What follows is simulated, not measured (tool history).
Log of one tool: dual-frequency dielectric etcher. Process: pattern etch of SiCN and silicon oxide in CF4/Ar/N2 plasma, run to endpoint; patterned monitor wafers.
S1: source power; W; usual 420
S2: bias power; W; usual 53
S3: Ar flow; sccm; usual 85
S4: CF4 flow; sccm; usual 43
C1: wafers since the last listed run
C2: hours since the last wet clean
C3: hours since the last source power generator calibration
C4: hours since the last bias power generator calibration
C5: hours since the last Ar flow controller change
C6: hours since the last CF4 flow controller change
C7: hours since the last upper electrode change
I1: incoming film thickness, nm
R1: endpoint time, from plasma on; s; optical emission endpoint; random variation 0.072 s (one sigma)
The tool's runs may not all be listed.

run 1 hour=0.0 | S1=440 S2=53 S3=85 S4=43 | C1=0 C2=183.9 C3=871.6 C4=3685.3 C5=5838.1 C6=2928.3 C7=4160.8 | I1=9.27 | R1=13.1
run 2 hour=67.6 | S1=420 S2=53 S3=85 S4=43 | C1=647 C2=251.5 C3=939.2 C4=3752.9 C5=5905.7 C6=2995.9 C7=4228.4 | I1=9.29 | R1=13.8
-- hour=190.7 Ar flow controller replaced
run 3 hour=315.3 | S1=420 S2=53 S3=85 S4=43 | C1=2313 C2=499.2 C3=1186.9 C4=4000.6 C5=124.6 C6=3243.6 C7=4476.1 | I1=9.34 | R1=13.7
-- hour=380.5 upper electrode replaced
-- hour=382.2 bias power generator calibrated
run 4 hour=382.7 | S1=420 S2=53 S3=85 S4=43 | C1=399 C2=566.6 C3=1254.3 C4=0.5 C5=192.0 C6=3311.0 C7=2.2 | I1=9.33 | R1=13.6
run 5 hour=427.7 | S1=420 S2=53 S3=85 S4=43 | C1=430 C2=611.6 C3=1299.3 C4=45.5 C5=237.0 C6=3356.0 C7=47.2 | I1=9.26 | R1=13.4
-- hour=470.7 wet clean of the chamber
run 6 hour=503.2 | S1=420 S2=53 S3=100 S4=43 | C1=492 C2=32.5 C3=1374.8 C4=121.0 C5=312.5 C6=3431.5 C7=122.7 | I1=9.33 | R1=14.6
run 7 hour=558.9 | S1=420 S2=53 S3=85 S4=50 | C1=533 C2=88.2 C3=1430.5 C4=176.7 C5=368.2 C6=3487.2 C7=178.4 | I1=9.23 | R1=13.5
run 8 hour=861.7 | S1=470 S2=53 S3=77 S4=53 | C1=2898 C2=391.0 C3=1733.3 C4=479.5 C5=671.0 C6=3790.0 C7=481.2 | I1=9.25 | R1=11.4
run 9 hour=908.1 | S1=360 S2=53 S3=85 S4=37 | C1=444 C2=437.4 C3=1779.7 C4=525.9 C5=717.4 C6=3836.4 C7=527.6 | I1=9.31 | R1=16.8
run 10 hour=972.8 | S1=420 S2=53 S3=101 S4=43 | C1=619 C2=502.1 C3=1844.4 C4=590.6 C5=782.1 C6=3901.1 C7=592.3 | I1=9.34 | R1=14.0
-- hour=992.1 CF4 flow controller replaced
run 11 hour=1012.0 | S1=490 S2=40 S3=103 S4=50 | C1=317 C2=541.3 C3=1883.6 C4=629.8 C5=821.3 C6=19.9 C7=631.5 | I1=9.26 | R1=12.5
run 12 hour=1079.4 | S1=420 S2=53 S3=85 S4=43 | C1=645 C2=608.7 C3=1951.0 C4=697.2 C5=888.7 C6=87.3 C7=698.9 | I1=9.38 | R1=13.4
-- hour=1125.0 wet clean of the chamber
run 13 hour=1131.2 | S1=420 S2=47 S3=105 S4=35 | C1=266 C2=6.2 C3=2002.8 C4=749.0 C5=940.5 C6=139.1 C7=750.7 | I1=9.43 | R1=16.2
-- hour=1187.5 source power generator calibrated
run 14 hour=1216.5 | S1=420 S2=53 S3=69 S4=43 | C1=778 C2=91.5 C3=29.0 C4=834.3 C5=1025.8 C6=224.4 C7=836.0 | I1=9.30 | R1=13.2

Run 15 comes next. What will it give?
run 15 hour=1274.1 | S1=490 S2=53 S3=96 S4=43 | C1=551 C2=149.1 C3=86.6 C4=891.9 C5=1083.4 C6=282.0 C7=893.6 | I1=9.29 | R1=?

{"run 15": {"R1": 11.8}}
Without the tool's hidden state the same run would have given R1 11.9 s.
